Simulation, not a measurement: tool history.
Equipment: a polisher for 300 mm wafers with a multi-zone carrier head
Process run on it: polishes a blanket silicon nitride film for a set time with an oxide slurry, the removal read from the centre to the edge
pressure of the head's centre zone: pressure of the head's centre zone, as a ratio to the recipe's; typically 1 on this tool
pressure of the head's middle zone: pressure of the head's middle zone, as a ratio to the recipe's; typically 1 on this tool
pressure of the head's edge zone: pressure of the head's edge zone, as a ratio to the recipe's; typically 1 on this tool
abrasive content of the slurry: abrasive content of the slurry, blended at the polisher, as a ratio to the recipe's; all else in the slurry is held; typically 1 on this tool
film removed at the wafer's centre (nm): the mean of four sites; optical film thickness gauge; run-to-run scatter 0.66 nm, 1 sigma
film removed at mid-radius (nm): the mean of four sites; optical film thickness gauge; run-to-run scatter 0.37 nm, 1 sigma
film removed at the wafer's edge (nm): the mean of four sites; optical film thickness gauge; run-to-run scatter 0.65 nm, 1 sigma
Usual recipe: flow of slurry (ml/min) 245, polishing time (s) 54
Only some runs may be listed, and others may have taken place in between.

| run | day | flow of slurry (ml/min) | pressure of the head's centre zone | pressure of the head's middle zone | pressure of the head's edge zone | abrasive content of the slurry | polishing time (s) | incoming thickness of the incoming film, nm | film removed at the wafer's centre (nm) | film removed at mid-radius (nm) | film removed at the wafer's edge (nm) |
|---|---|---|---|---|---|---|---|---|---|---|---|
| 1 | 0 | 245 | 1 | 1 | 0.95 | 1 | 54 | 512.5 | 42.7 | 43.3 | 41.8 |
| 2 | 1.917 | 290 | 1.06 | 1.04 | 1 | 1 | 54 | 500.4 | 45.7 | 46.6 | 43 |
| 3 | 4.667 | 245 | 0.96 | 0.97 | 1 | 1 | 54 | 504.2 | 39.7 | 42.6 | 42.8 |
| 4 | 7.088 | 245 | 1 | 1 | 1 | 1 | 54 | 504.1 | 41.7 | 43.6 | 42.1 |
|  | 8.092 | worn pad replaced by a new one |
|  | 11.546 | carrier head's membrane replaced by a new one |
| 5 | 12.383 | 245 | 0.89 | 1 | 1.06 | 0.85 | 38 | 501.1 | 27 | 31.7 | 31.8 |
|  | 12.625 | slurry nozzle cleaned |
| 6 | 14.229 | 245 | 1.05 | 1 | 0.91 | 1 | 54 | 514.8 | 46.7 | 46.8 | 44 |
| 7 | 16.162 | 245 | 0.95 | 0.98 | 1 | 1 | 54 | 515.9 | 42.4 | 45.5 | 44.9 |
| 8 | 18.829 | 160 | 1 | 1 | 1 | 1 | 54 | 501.4 | 41.4 | 43.2 | 42.2 |
| 9 | 19.883 | 245 | 0.93 | 1 | 1 | 1 | 54 | 505 | 40.9 | 45.4 | 44.4 |
|  | 21.446 | centre zone pressure recalibrated |
| 10 | 21.983 | 245 | 1 | 0.9 | 1.04 | 1 | 54 | 512.7 | 43.1 | 40.6 | 44.9 |
| 11 | 23.9 | 245 | 0.91 | 1 | 1.04 | 0.85 | 71 | 516.2 | 49 | 55.7 | 54.5 |
| 12 | 25.167 | 245 | 1 | 1.08 | 1 | 1.15 | 35 | 512.3 | 28.8 | 31.8 | 28.2 |
| 13 | 27.208 | 245 | 1 | 1 | 1 | 1 | 54 | 517.9 | 42.1 | 43.6 | 43.6 |
| 14 | 28.312 | 245 | 1 | 1 | 1 | 1 | 45 | 513.9 | 35.1 | 37 | 35.9 |
|  | 29.392 | worn pad replaced by a new one |
|  | 33.629 | slurry nozzle cleaned |
| 15 | 34.579 | 245 | 1 | 1 | 1 | 1 | 54 | 507.3 | 44 | 46.7 | 44.3 |
| 16 | 36.392 | 245 | 1 | 1 | 1 | 1 | 54 | 510.9 | 43.9 | 45.5 | 44.4 |
| 17 | 38.771 | 245 | 1 | 1 | 0.9 | 1 | 54 | 513.3 | 43 | 45.5 | 42.2 |
|  | 40.775 | edge zone pressure recalibrated |
| 18 | 46.075 | 245 | 1 | 1 | 0.9 | 1 | 54 | 513.6 | 41.4 | 43.5 | 39.8 |
| 19 | 47.712 | 245 | 1 | 1 | 1.1 | 1 | 42 | 509.8 | 32.2 | 34.6 | 34.6 |
|  | 50.292 | worn pad replaced by a new one |
| 20 | 50.383 | 245 | 0.97 | 1 | 1 | 1 | 54 | 510.1 | 46.7 | 50.8 | 49.3 |
| 21 | 51.975 | 245 | 1 | 1 | 1 | 1 | 54 | 513.8 | 47.7 | 49.2 | 48.3 |

Consider 4 possible next runs. They are alternatives, not a sequence: every one starts from the tool as it was left by run 21. What does each give?
| A | 51.992 | 245 | 1 | 1 | 1 | 1 | 40 | 508.7 | ? | ? | ? |
| B | 51.992 | 245 | 1 | 1 | 0.94 | 1 | 71 | 508.7 | ? | ? | ? |
| C | 51.992 | 245 | 1 | 0.93 | 1.11 | 1 | 42 | 508.7 | ? | ? | ? |
| D | 51.992 | 245 | 1 | 1.11 | 0.89 | 1 | 54 | 508.7 | ? | ? | ? |

| run | film removed at the wafer's centre (nm) | film removed at mid-radius (nm) | film removed at the wafer's edge (nm) |
|---|---|---|---|
| A | 35.3 | 36.2 | 35.5 |
| B | 62.6 | 64.2 | 61.2 |
| C | 37 | 35.7 | 39.3 |
| D | 47.7 | 53.4 | 45.4 |
With no hidden state in the tool, these same runs would have given:
| run | film removed at the wafer's centre (nm) | film removed at mid-radius (nm) | film removed at the wafer's edge (nm) |
|---|---|---|---|
| A | 36.7 | 37.6 | 36.9 |
| B | 65.1 | 66.7 | 63.6 |
| C | 38.5 | 37.1 | 40.8 |
| D | 49.5 | 55.4 | 47.1 |
